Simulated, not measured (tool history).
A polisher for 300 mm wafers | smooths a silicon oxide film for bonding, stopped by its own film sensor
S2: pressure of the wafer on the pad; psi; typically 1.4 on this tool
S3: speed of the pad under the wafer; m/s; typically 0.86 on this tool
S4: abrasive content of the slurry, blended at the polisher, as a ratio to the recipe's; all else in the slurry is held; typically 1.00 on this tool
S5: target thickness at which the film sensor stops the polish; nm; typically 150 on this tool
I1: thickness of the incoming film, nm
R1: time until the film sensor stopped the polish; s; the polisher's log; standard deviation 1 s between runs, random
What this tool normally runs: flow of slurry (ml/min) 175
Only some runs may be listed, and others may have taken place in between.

{"run": 1, "hour": 0.0, "flow of slurry (ml/min)": 175, "S2": 1.4, "S3": 0.86, "S4": 1.0, "S5": 150, "I1": 179.6, "R1": 96.5}
{"run": 2, "hour": 21.0, "flow of slurry (ml/min)": 175, "S2": 1.4, "S3": 0.86, "S4": 1.0, "S5": 150, "I1": 183.1, "R1": 106.1}
{"hour": 25.2, "done": "worn pad replaced by a new one"}
{"run": 3, "hour": 48.1, "flow of slurry (ml/min)": 175, "S2": 1.4, "S3": 0.86, "S4": 1.0, "S5": 150, "I1": 183.1, "R1": 109.4}
{"run": 4, "hour": 76.4, "flow of slurry (ml/min)": 175, "S2": 1.4, "S3": 0.86, "S4": 1.0, "S5": 150, "I1": 179.4, "R1": 97.8}
{"run": 5, "hour": 92.4, "flow of slurry (ml/min)": 175, "S2": 1.4, "S3": 0.86, "S4": 1.0, "S5": 150, "I1": 183.6, "R1": 114.5}
{"run": 6, "hour": 107.8, "flow of slurry (ml/min)": 175, "S2": 1.4, "S3": 0.86, "S4": 1.0, "S5": 150, "I1": 179.6, "R1": 98.8}
{"run": 7, "hour": 123.2, "flow of slurry (ml/min)": 175, "S2": 1.4, "S3": 0.86, "S4": 1.0, "S5": 150, "I1": 184.0, "R1": 114.3}
{"run": 8, "hour": 150.1, "flow of slurry (ml/min)": 175, "S2": 1.4, "S3": 0.86, "S4": 1.0, "S5": 150, "I1": 177.9, "R1": 96.0}
{"hour": 179.2, "done": "worn pad replaced by a new one"}
{"run": 9, "hour": 182.0, "flow of slurry (ml/min)": 175, "S2": 1.4, "S3": 0.86, "S4": 1.2, "S5": 150, "I1": 180.6, "R1": 96.4}
{"hour": 212.3, "done": "head pressure recalibrated"}
{"run": 10, "hour": 212.8, "flow of slurry (ml/min)": 175, "S2": 1.4, "S3": 0.86, "S4": 1.0, "S5": 150, "I1": 178.3, "R1": 88.8}
{"run": 11, "hour": 228.0, "flow of slurry (ml/min)": 175, "S2": 1.4, "S3": 0.86, "S4": 1.0, "S5": 150, "I1": 180.5, "R1": 94.4}
{"run": 12, "hour": 251.8, "flow of slurry (ml/min)": 175, "S2": 1.4, "S3": 0.86, "S4": 1.0, "S5": 150, "I1": 179.7, "R1": 94.0}
{"run": 13, "hour": 277.0, "flow of slurry (ml/min)": 175, "S2": 1.4, "S3": 0.86, "S4": 1.0, "S5": 150, "I1": 177.3, "R1": 88.3}
{"hour": 288.2, "done": "slurry blender recalibrated"}
{"run": 14, "hour": 302.0, "flow of slurry (ml/min)": 175, "S2": 1.4, "S3": 0.86, "S4": 1.0, "S5": 150, "I1": 182.0, "R1": 90.4}
{"hour": 324.6, "done": "worn pad replaced by a new one"}
{"run": 15, "hour": 333.1, "flow of slurry (ml/min)": 230, "S2": 1.3, "S3": 0.86, "S4": 0.9, "S5": 153, "I1": 179.2, "R1": 81.4}
{"run": 16, "hour": 357.0, "flow of slurry (ml/min)": 175, "S2": 1.4, "S3": 0.86, "S4": 1.0, "S5": 150, "I1": 178.8, "R1": 79.7}
{"run": 17, "hour": 376.4, "flow of slurry (ml/min)": 175, "S2": 1.4, "S3": 0.86, "S4": 1.0, "S5": 150, "I1": 177.4, "R1": 79.8}
{"run": 18, "hour": 409.7, "flow of slurry (ml/min)": 155, "S2": 1.2, "S3": 1.02, "S4": 0.75, "S5": 150, "I1": 179.3, "R1": 113.9}
{"run": 19, "hour": 432.9, "flow of slurry (ml/min)": 225, "S2": 1.7, "S3": 1.02, "S4": 0.75, "S5": 150, "I1": 181.1, "R1": 79.7}
{"hour": 445.2, "done": "slurry nozzle cleaned"}
{"hour": 467.1, "done": "worn pad replaced by a new one"}
{"run": 20, "hour": 468.1, "flow of slurry (ml/min)": 175, "S2": 1.4, "S3": 1.14, "S4": 1.0, "S5": 150, "I1": 182.3, "R1": 80.0}
{"run": 21, "hour": 494.3, "flow of slurry (ml/min)": 135, "S2": 1.4, "S3": 1.02, "S4": 1.0, "S5": 150, "I1": 178.4, "R1": 80.4}
{"run": 22, "hour": 525.6, "flow of slurry (ml/min)": 200, "S2": 1.5, "S3": 0.86, "S4": 1.0, "S5": 150, "I1": 180.8, "R1": 84.6}
{"run": 23, "hour": 548.2, "flow of slurry (ml/min)": 155, "S2": 1.2, "S3": 1.02, "S4": 0.75, "S5": 150, "I1": 179.1, "R1": 116.4}
{"run": 24, "hour": 572.1, "flow of slurry (ml/min)": 175, "S2": 1.4, "S3": 0.86, "S4": 1.0, "S5": 150, "I1": 176.9, "R1": 79.6}
{"run": 25, "hour": 591.5, "flow of slurry (ml/min)": 175, "S2": 1.4, "S3": 0.86, "S4": 1.0, "S5": 150, "I1": 183.2, "R1": 104.9}
{"run": 26, "hour": 612.1, "flow of slurry (ml/min)": 155, "S2": 1.9, "S3": 1.1, "S4": 1.0, "S5": 158, "I1": 178.2, "R1": 40.7}
{"hour": 617.6, "done": "worn pad replaced by a new one"}
{"run": 27, "hour": 633.3, "flow of slurry (ml/min)": 175, "S2": 1.1, "S3": 0.96, "S4": 1.3, "S5": 153, "I1": 179.2, "R1": 83.9}
{"run": 28, "hour": 668.2, "flow of slurry (ml/min)": 175, "S2": 1.4, "S3": 0.86, "S4": 1.0, "S5": 157, "I1": 182.2, "R1": 80.8}
{"run": 29, "hour": 684.9, "flow of slurry (ml/min)": 220, "S2": 1.4, "S3": 1.08, "S4": 1.0, "S5": 141, "I1": 177.5, "R1": 99.7}

4 options for the next run, each taken on its own from the tool as it stands now. Forecast them:
{"run": "A", "hour": 685.3, "flow of slurry (ml/min)": 175, "S2": 1.4, "S3": 0.86, "S4": 1.0, "S5": 150, "I1": 177.2, "R1": "?"}
{"run": "B", "hour": 685.3, "flow of slurry (ml/min)": 205, "S2": 1.5, "S3": 0.86, "S4": 1.0, "S5": 158, "I1": 177.2, "R1": "?"}
{"run": "C", "hour": 685.3, "flow of slurry (ml/min)": 120, "S2": 1.4, "S3": 0.64, "S4": 1.0, "S5": 150, "I1": 177.2, "R1": "?"}
{"run": "D", "hour": 685.3, "flow of slurry (ml/min)": 175, "S2": 1.4, "S3": 0.86, "S4": 1.3, "S5": 150, "I1": 177.2, "R1": "?"}

run=A R1=89.2
run=B R1=57.4
run=C R1=114.1
run=D R1=76.1
The same runs, with their run-to-run variation unchanged, on a tool lacking any hidden condition would have given:
run=A R1=73.5
run=B R1=47.3
run=C R1=94.0
run=D R1=64.2

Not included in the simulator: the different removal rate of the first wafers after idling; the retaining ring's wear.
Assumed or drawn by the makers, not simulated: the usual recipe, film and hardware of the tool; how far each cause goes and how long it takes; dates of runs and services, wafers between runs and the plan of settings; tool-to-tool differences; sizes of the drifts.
